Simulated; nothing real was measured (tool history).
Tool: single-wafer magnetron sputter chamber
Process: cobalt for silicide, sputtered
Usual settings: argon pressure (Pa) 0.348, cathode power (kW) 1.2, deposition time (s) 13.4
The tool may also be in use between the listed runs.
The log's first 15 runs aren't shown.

run    hour  argon pressure (Pa)  cathode power (kW)  deposition time (s)  read-back reference wafer on the same gauge, thickness_nm  mean film thickness on the monitor wafer (angstrom)
 16  1002.9                0.348                   1                 13.4                                                     10.159                                                77.46
 17    1065                0.266                 1.1                   15                                                     10.168                                                93.96
 18  1137.1                0.348                1.05                 13.4                                                     10.183                                                80.05
 19  1220.4                0.348                 1.2                 13.4                                                     10.186                                                88.17
 20  1265.7                0.286                   1                 11.9                                                     10.193                                                70.61
       1288  -- sputter target and shields replaced
 21  1371.7                0.292                   1                 14.6                                                     10.163                                                86.57
 22  1424.6                0.348                 1.4                   15                                                     10.171                                               110.03
 23    1484                0.348                 1.2                 13.4                                                     10.146                                                 87.7
 24  1591.4                0.483                   1                 14.5                                                     10.166                                                80.67
     1623.1  -- magnet pack replaced
 25  1630.6                 0.45                   1                 12.1                                                     10.149                                                 67.7
     1721.4  -- sputter target and shields replaced
 26  1721.9                0.424                 1.1                 11.5                                                     10.144                                                69.05
 27    1813                0.348                 1.2                 13.4                                                     10.162                                                88.74
 28  1886.6                0.256                 1.2                 14.4                                                     10.172                                                96.64
 29  1984.2                0.348                1.35                 11.8                                                     10.157                                                84.86
 30    2050                0.348                 1.2                 11.2                                                     10.143                                                73.87
     2098.3  -- sputter target and shields replaced
 31    2140                0.348                1.05                 11.3                                                     10.161                                                67.97

5 ways to go on from here, each from the tool as it stands after run 31. What would each give?
  A  2140.4                0.293                 1.2                 13.4                                                          ?                                                    ?
  B  2140.4                0.241                 1.2                 15.1                                                          ?                                                    ?
  C  2140.4                0.209                 1.2                 13.4                                                          ?                                                    ?
  D  2140.4                0.287                 1.2                 11.6                                                          ?                                                    ?
  E  2140.4                0.412                 1.2                 13.4                                                          ?                                                    ?

run  read-back reference wafer on the same gauge, thickness_nm  mean film thickness on the monitor wafer (angstrom)
  A                                                     10.168                                                90.06
  B                                                     10.168                                               102.97
  C                                                     10.168                                                92.21
  D                                                     10.168                                                 78.1
  E                                                     10.168                                                87.14
Without the tool's hidden state the same runs would have given:
run  mean film thickness on the monitor wafer (angstrom)
  A                                                90.06
  B                                               102.97
  C                                                92.21
  D                                                 78.1
  E                                                87.14
